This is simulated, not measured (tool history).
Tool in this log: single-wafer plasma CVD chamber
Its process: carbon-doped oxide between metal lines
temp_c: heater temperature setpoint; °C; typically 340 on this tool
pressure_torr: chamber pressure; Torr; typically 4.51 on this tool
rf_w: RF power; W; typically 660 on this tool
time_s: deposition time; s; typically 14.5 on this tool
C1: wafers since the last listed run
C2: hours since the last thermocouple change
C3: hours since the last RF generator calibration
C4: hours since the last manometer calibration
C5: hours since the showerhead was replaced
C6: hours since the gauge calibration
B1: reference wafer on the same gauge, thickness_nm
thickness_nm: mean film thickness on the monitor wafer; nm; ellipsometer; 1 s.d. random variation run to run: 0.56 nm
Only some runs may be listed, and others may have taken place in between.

Run 1, hour 0.0: usual settings; C1 0; C2 2902.0; C3 1949.2; C4 2025.7; C5 2295.7; C6 669.0; B1 78.932. Result: thickness_nm 96.794 nm.
At hour 21.6: RF generator calibrated.
Run 2, hour 33.2: usual settings; C1 952; C2 2935.2; C3 11.6; C4 2058.9; C5 2328.9; C6 702.2; B1 78.905. Result: thickness_nm 96.944 nm.
Run 3, hour 58.0: usual settings; C1 937; C2 2960.0; C3 36.4; C4 2083.7; C5 2353.7; C6 727.0; B1 78.901. Result: thickness_nm 98.049 nm.
Run 4, hour 70.2: usual settings; C1 461; C2 2972.2; C3 48.6; C4 2095.9; C5 2365.9; C6 739.2; B1 78.859. Result: thickness_nm 97.620 nm.
Run 5, hour 86.7: usual settings; C1 623; C2 2988.7; C3 65.1; C4 2112.4; C5 2382.4; C6 755.7; B1 78.835. Result: thickness_nm 98.219 nm.
Run 6, hour 105.6: usual settings but temp_c 348 °C; C1 714; C2 3007.6; C3 84.0; C4 2131.3; C5 2401.3; C6 774.6; B1 78.855. Result: thickness_nm 95.776 nm.
Run 7, hour 121.2: usual settings but temp_c 348 °C; C1 589; C2 3023.2; C3 99.6; C4 2146.9; C5 2416.9; C6 790.2; B1 78.893. Result: thickness_nm 94.652 nm.
At hour 203.5: showerhead replaced.
Run 8, hour 221.2: usual settings but temp_c 325 °C, rf_w 780 W; C1 3478; C2 3123.2; C3 199.6; C4 2246.9; C5 17.7; C6 890.2; B1 78.884. Result: thickness_nm 117.637 nm.
Run 9, hour 235.9: usual settings but pressure_torr 5.20 Torr; C1 555; C2 3137.9; C3 214.3; C4 2261.6; C5 32.4; C6 904.9; B1 78.896. Result: thickness_nm 99.038 nm.
At hour 256.5: thermocouple changed; heater temperature recalibrated.
Run 10, hour 257.0: usual settings; C1 495; C2 0.5; C3 235.4; C4 2282.7; C5 53.5; C6 926.0; B1 78.988. Result: thickness_nm 97.282 nm.
Run 11, hour 278.5: usual settings but rf_w 605 W; C1 812; C2 22.0; C3 256.9; C4 2304.2; C5 75.0; C6 947.5; B1 78.834. Result: thickness_nm 91.537 nm.
Run 12, hour 301.7: usual settings but pressure_torr 3.49 Torr, rf_w 730 W, time_s 11.8 s; C1 877; C2 45.2; C3 280.1; C4 2327.4; C5 98.2; C6 970.7; B1 78.820. Result: thickness_nm 81.904 nm.
Run 13, hour 336.3: usual settings but temp_c 354 °C, rf_w 620 W; C1 1308; C2 79.8; C3 314.7; C4 2362.0; C5 132.8; C6 1005.3; B1 78.879. Result: thickness_nm 88.990 nm.
At hour 369.7: gauge calibrated.
Run 14, hour 372.2: usual settings but rf_w 760 W; C1 1357; C2 115.7; C3 350.6; C4 2397.9; C5 168.7; C6 2.5; B1 78.914. Result: thickness_nm 108.666 nm.
Run 15, hour 396.0: usual settings but temp_c 328 °C, pressure_torr 3.91 Torr, rf_w 585 W, time_s 15.9 s; C1 899; C2 139.5; C3 374.4; C4 2421.7; C5 192.5; C6 26.3; B1 78.892. Result: thickness_nm 99.842 nm.
Run 16, hour 427.6: usual settings but temp_c 346 °C, rf_w 595 W, time_s 16.4 s; C1 1194; C2 171.1; C3 406.0; C4 2453.3; C5 224.1; C6 57.9; B1 78.847. Result: thickness_nm 99.868 nm.
Run 17, hour 461.8: usual settings but time_s 13.0 s; C1 1293; C2 205.3; C3 440.2; C4 2487.5; C5 258.3; C6 92.1; B1 78.942. Result: thickness_nm 87.384 nm.
At hour 487.3: capacitance manometer re-zeroed and calibrated.
Run 18, hour 491.6: usual settings but pressure_torr 4.90 Torr, rf_w 535 W, time_s 15.6 s; C1 824; C2 235.1; C3 470.0; C4 4.3; C5 288.1; C6 121.9; B1 78.858. Result: thickness_nm 90.268 nm.
Run 19, hour 521.8: usual settings but temp_c 332 °C, time_s 16.5 s; C1 1141; C2 265.3; C3 500.2; C4 34.5; C5 318.3; C6 152.1; B1 78.964. Result: thickness_nm 113.467 nm.
Run 20, hour 544.5: usual settings but pressure_torr 3.45 Torr, rf_w 735 W, time_s 16.0 s; C1 858; C2 288.0; C3 522.9; C4 57.2; C5 341.0; C6 174.8; B1 78.998. Result: thickness_nm 110.585 nm.
Run 21, hour 577.6: usual settings but temp_c 348 °C; C1 1251; C2 321.1; C3 556.0; C4 90.3; C5 374.1; C6 207.9; B1 78.863. Result: thickness_nm 94.419 nm.
Run 22, hour 607.2: usual settings but pressure_torr 5.05 Torr, time_s 11.7 s; C1 1119; C2 350.7; C3 585.6; C4 119.9; C5 403.7; C6 237.5; B1 78.992. Result: thickness_nm 79.637 nm.
Run 23, hour 627.3: usual settings; C1 760; C2 370.8; C3 605.7; C4 140.0; C5 423.8; C6 257.6; B1 78.867. Result: thickness_nm 97.259 nm.
Run 24, hour 653.2: usual settings; C1 979; C2 396.7; C3 631.6; C4 165.9; C5 449.7; C6 283.5; B1 78.944. Result: thickness_nm 98.082 nm.
Run 25, hour 675.2: usual settings but temp_c 334 °C, pressure_torr 5.40 Torr, rf_w 765 W, time_s 13.6 s; C1 831; C2 418.7; C3 653.6; C4 187.9; C5 471.7; C6 305.5; B1 78.856. Result: thickness_nm 107.424 nm.
Run 26, hour 703.7: usual settings but temp_c 348 °C, time_s 11.7 s; C1 1077; C2 447.2; C3 682.1; C4 216.4; C5 500.2; C6 334.0; B1 78.829. Result: thickness_nm 76.980 nm.
Run 27, hour 726.8: usual settings; C1 873; C2 470.3; C3 705.2; C4 239.5; C5 523.3; C6 357.1; B1 78.898. Result: thickness_nm 97.064 nm.
Run 28, hour 740.5: usual settings; C1 518; C2 484.0; C3 718.9; C4 253.2; C5 537.0; C6 370.8; B1 78.842. Result: thickness_nm 96.914 nm.
Run 29, hour 761.0: usual settings but time_s 17.1 s; C1 775; C2 504.5; C3 739.4; C4 273.7; C5 557.5; C6 391.3; B1 79.002. Result: thickness_nm 113.912 nm.

4 ways to go on from here, each from the tool as it stands after run 29. What would each give?
Run A, hour 761.4: usual settings; C1 15; C2 504.9; C3 739.8; C4 274.1; C5 557.9; C6 391.7; B1 ?. Result: thickness_nm ?.
Run B, hour 761.4: usual settings but pressure_torr 3.61 Torr, rf_w 555 W, time_s 15.5 s; C1 15; C2 504.9; C3 739.8; C4 274.1; C5 557.9; C6 391.7; B1 ?. Result: thickness_nm ?.
Run C, hour 761.4: usual settings but pressure_torr 3.81 Torr, time_s 17.1 s; C1 15; C2 504.9; C3 739.8; C4 274.1; C5 557.9; C6 391.7; B1 ?. Result: thickness_nm ?.
Run D, hour 761.4: usual settings but temp_c 346 °C, rf_w 750 W, time_s 15.4 s; C1 15; C2 504.9; C3 739.8; C4 274.1; C5 557.9; C6 391.7; B1 ?. Result: thickness_nm ?.

run      B1  thickness_nm
  A  78.869        97.005
  B  78.869        87.539
  C  78.869       110.888
  D  78.869       110.529
Stripped of hidden state, with their random variation kept, the same runs would have yielded:
run  thickness_nm
  A        97.005
  B        87.539
  C       110.888
  D       110.529
